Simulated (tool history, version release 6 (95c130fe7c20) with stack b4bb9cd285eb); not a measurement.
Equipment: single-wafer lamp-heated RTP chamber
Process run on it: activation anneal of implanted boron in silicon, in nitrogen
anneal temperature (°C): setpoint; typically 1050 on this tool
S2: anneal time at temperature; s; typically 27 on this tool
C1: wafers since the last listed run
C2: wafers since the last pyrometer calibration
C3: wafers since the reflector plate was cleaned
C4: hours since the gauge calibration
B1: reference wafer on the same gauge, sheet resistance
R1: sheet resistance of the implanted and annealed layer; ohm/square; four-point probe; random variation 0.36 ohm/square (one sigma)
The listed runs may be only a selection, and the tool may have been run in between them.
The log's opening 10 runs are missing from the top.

Run 11, hour 643.2: usual settings but anneal temperature (°C) 1067; C1 1051; C2 2964; C3 2796; C4 2453.2; B1 233.96. Result: R1 238.50 ohm/square.
Run 12, hour 724.5: usual settings but anneal temperature (°C) 1072, S2 34 s; C1 961; C2 3926; C3 3758; C4 2534.5; B1 233.89. Result: R1 236.07 ohm/square.
Run 13, hour 829.2: usual settings but anneal temperature (°C) 1024, S2 19 s; C1 1238; C2 5164; C3 4997; C4 2639.2; B1 234.05. Result: R1 242.72 ohm/square.
Run 14, hour 934.1: usual settings but anneal temperature (°C) 1061, S2 39 s; C1 1241; C2 6406; C3 6238; C4 2744.1; B1 234.05. Result: R1 235.78 ohm/square.
Run 15, hour 1021.8: usual settings but anneal temperature (°C) 1074, S2 31 s; C1 1037; C2 7443; C3 7276; C4 2831.8; B1 234.04. Result: R1 236.04 ohm/square.
Run 16, hour 1128.3: usual settings but anneal temperature (°C) 1040, S2 19 s; C1 1260; C2 8704; C3 8536; C4 2938.3; B1 233.95. Result: R1 241.25 ohm/square.
At hour 1162.9: reflector plate cleaned.
At hour 1178.2: pyrometer window cleaned and pyrometer calibrated.
Run 17, hour 1222.9: usual settings but S2 16 s; C1 930; C2 528; C3 615; C4 3032.9; B1 233.97. Result: R1 242.17 ohm/square.
Run 18, hour 1288.0: usual settings but anneal temperature (°C) 1034, S2 35 s; C1 770; C2 1298; C3 1385; C4 3098.0; B1 233.90. Result: R1 239.56 ohm/square.
Run 19, hour 1370.8: usual settings; C1 979; C2 2278; C3 2365; C4 3180.8; B1 233.90. Result: R1 239.33 ohm/square.
Run 20, hour 1446.7: usual settings but S2 23 s; C1 898; C2 3176; C3 3263; C4 3256.7; B1 234.02. Result: R1 241.04 ohm/square.
At hour 1477.7: gauge calibrated.
Run 21, hour 1537.4: usual settings but anneal temperature (°C) 1064, S2 42 s; C1 1073; C2 4249; C3 4336; C4 59.7; B1 233.97. Result: R1 235.19 ohm/square.
Run 22, hour 1580.8: usual settings but anneal temperature (°C) 1068; C1 513; C2 4763; C3 4850; C4 103.1; B1 233.88. Result: R1 238.32 ohm/square.
Run 23, hour 1688.6: usual settings but anneal temperature (°C) 1064, S2 37 s; C1 1275; C2 6039; C3 6125; C4 210.9; B1 234.00. Result: R1 236.12 ohm/square.
Run 24, hour 1789.7: usual settings; C1 1196; C2 7235; C3 7322; C4 312.0; B1 234.00. Result: R1 239.99 ohm/square.
At hour 1865.0: reflector plate cleaned.
Run 25, hour 1865.5: usual settings but S2 32 s; C1 802; C2 8037; C3 5; C4 387.8; B1 234.05. Result: R1 238.24 ohm/square.
At hour 1893.1: pyrometer window cleaned and pyrometer calibrated.
Run 26, hour 1966.2: usual settings but anneal temperature (°C) 1061, S2 37 s; C1 1096; C2 865; C3 1102; C4 488.5; B1 234.00. Result: R1 236.82 ohm/square.
Run 27, hour 2054.1: usual settings but anneal temperature (°C) 1033, S2 11 s; C1 1040; C2 1905; C3 2142; C4 576.4; B1 233.93. Result: R1 243.46 ohm/square.
Run 28, hour 2157.9: usual settings but S2 22 s; C1 1228; C2 3133; C3 3370; C4 680.2; B1 234.04. Result: R1 240.71 ohm/square.
Run 29, hour 2200.3: usual settings but anneal temperature (°C) 1076, S2 42 s; C1 501; C2 3635; C3 3872; C4 722.6; B1 234.04. Result: R1 232.96 ohm/square.
Run 30, hour 2289.1: usual settings but anneal temperature (°C) 1037, S2 20 s; C1 1050; C2 4686; C3 4923; C4 811.4; B1 234.03. Result: R1 241.83 ohm/square.
Run 31, hour 2339.7: usual settings; C1 598; C2 5284; C3 5521; C4 862.0; B1 234.10. Result: R1 239.73 ohm/square.
Run 32, hour 2425.1: usual settings but S2 20 s; C1 1010; C2 6295; C3 6532; C4 947.4; B1 233.88. Result: R1 240.74 ohm/square.
Run 33, hour 2474.4: usual settings but S2 33 s; C1 583; C2 6878; C3 7115; C4 996.7; B1 234.08. Result: R1 238.49 ohm/square.
At hour 2567.4: pyrometer window cleaned and pyrometer calibrated.
Run 34, hour 2568.2: usual settings but S2 23 s; C1 1015; C2 9; C3 8130; C4 1090.5; B1 233.96. Result: R1 240.98 ohm/square.
At hour 2583.4: reflector plate cleaned.
Run 35, hour 2656.3: usual settings but anneal temperature (°C) 1073, S2 39 s; C1 947; C2 957; C3 862; C4 1178.6; B1 233.98. Result: R1 234.40 ohm/square.

Each row is a separate what-if for the run after 35, all from the same tool condition, not one after another. Results?
Run A, hour 2656.7: usual settings but anneal temperature (°C) 1021; C1 4; C2 962; C3 866; C4 1179.0; B1 ?. Result: R1 ?.
Run B, hour 2656.7: usual settings but anneal temperature (°C) 1031; C1 4; C2 962; C3 866; C4 1179.0; B1 ?. Result: R1 ?.
Run C, hour 2656.7: usual settings but anneal temperature (°C) 1064, S2 15 s; C1 4; C2 962; C3 866; C4 1179.0; B1 ?. Result: R1 ?.
Run D, hour 2656.7: usual settings but anneal temperature (°C) 1020, S2 39 s; C1 4; C2 962; C3 866; C4 1179.0; B1 ?. Result: R1 ?.
Run E, hour 2656.7: usual settings but anneal temperature (°C) 1032, S2 18 s; C1 4; C2 962; C3 866; C4 1179.0; B1 ?. Result: R1 ?.

run      B1      R1
  A  234.04  242.25
  B  234.04  241.56
  C  234.04  242.22
  D  234.04  240.81
  E  234.04  242.99
The same runs, with their run-to-run variation unchanged, on a tool lacking any hidden condition would have given:
run      R1
  A  242.25
  B  241.56
  C  242.22
  D  240.81
  E  242.99
